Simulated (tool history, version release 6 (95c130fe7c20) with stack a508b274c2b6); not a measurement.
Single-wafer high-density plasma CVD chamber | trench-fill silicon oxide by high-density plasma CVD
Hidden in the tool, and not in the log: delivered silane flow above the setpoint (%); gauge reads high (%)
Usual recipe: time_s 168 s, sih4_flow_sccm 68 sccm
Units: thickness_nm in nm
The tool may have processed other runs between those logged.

run    hour  time_s  sih4_flow_sccm  wafers since the last listed run  hours since the silane flow controller was replaced  hours since the gauge calibration  read-back reference wafer on the same gauge, thickness_nm  thickness_nm
  1       0     168              72                                 0                                               1302.1                              655.6                                                   1140.568      1280.511
  2    85.2     168              68                               546                                               1387.3                              740.8                                                   1140.071      1225.247
  3   167.2     168              68                               526                                               1469.3                              822.8                                                   1141.742      1223.323
  4   273.6     168              68                               682                                               1575.7                              929.2                                                   1140.657      1223.745
      337.9  -- gauge calibrated
  5   339.4     168              68                               422                                               1641.5                                1.5                                                   1140.333      1229.237
  6   377.6     168              61                               245                                               1679.7                               39.7                                                    1138.39      1114.138
  7   455.4     168              61                               499                                               1757.5                              117.5                                                   1138.739      1121.993
  8   536.7     168              61                               521                                               1838.8                              198.8                                                   1139.289      1123.837
  9   588.1     168              68                               329                                               1890.2                              250.2                                                   1140.424      1240.489
 10   651.1     168              68                               404                                               1953.2                              313.2                                                   1140.065      1247.455
      666.1  -- silane flow controller replaced
 11   844.6     144              68                              1190                                                178.5                              506.7                                                    1139.01      1101.459
 12   940.8     144              68                               617                                                274.7                              602.9                                                   1140.009      1093.332
 13   995.3     179              68                               349                                                329.2                              657.4                                                    1139.44      1371.283
       1041  -- silane flow controller replaced, repeated, since the last time left the tool worse
 14  1051.2     168              54                               307                                                 10.2                              713.3                                                   1140.162       978.361
 15  1143.2     168              68                               590                                                102.2                              805.3                                                   1139.491      1206.669
 16  1186.3     168              68                               276                                                145.3                              848.4                                                   1139.182      1208.932
 17  1238.4     192              63                               334                                                197.4                              900.5                                                    1140.96      1276.483
 18  1288.7     177              76                               322                                                247.7                              950.8                                                   1138.654      1403.523
     1312.1  -- gauge calibrated
 19  1367.1     168              68                               503                                                326.1                                 55                                                   1141.905      1209.401
 20  1406.3     141              75                               251                                                365.3                               94.2                                                   1138.364       1108.86
 21  1484.7     147              55                               503                                                443.7                              172.6                                                   1140.089        873.75
 22  1548.3     139              73                               408                                                507.3                              236.2                                                   1138.489      1064.021
 23  1627.6     147              59                               509                                                586.6                              315.5                                                   1140.945       933.595
 24  1719.3     179              60                               588                                                678.3                              407.2                                                   1140.006       1159.51

Branching from run 24: 3 alternative next runs. What would each branch give?
  A  1719.7     168              68                                 2                                                678.7                              407.6                                                          ?             ?
  B  1719.7     193              79                                 2                                                678.7                              407.6                                                          ?             ?
  C  1719.7     150              80                                 2                                                678.7                              407.6                                                          ?             ?

run  read-back reference wafer on the same gauge, thickness_nm  thickness_nm
  A                                                   1139.992      1206.175
  B                                                   1139.992      1589.295
  C                                                   1139.992      1249.591
Take away the tool's hidden state, keep each run's random variation, and the runs would have read:
run  thickness_nm
  A      1193.438
  B      1572.512
  C      1236.395

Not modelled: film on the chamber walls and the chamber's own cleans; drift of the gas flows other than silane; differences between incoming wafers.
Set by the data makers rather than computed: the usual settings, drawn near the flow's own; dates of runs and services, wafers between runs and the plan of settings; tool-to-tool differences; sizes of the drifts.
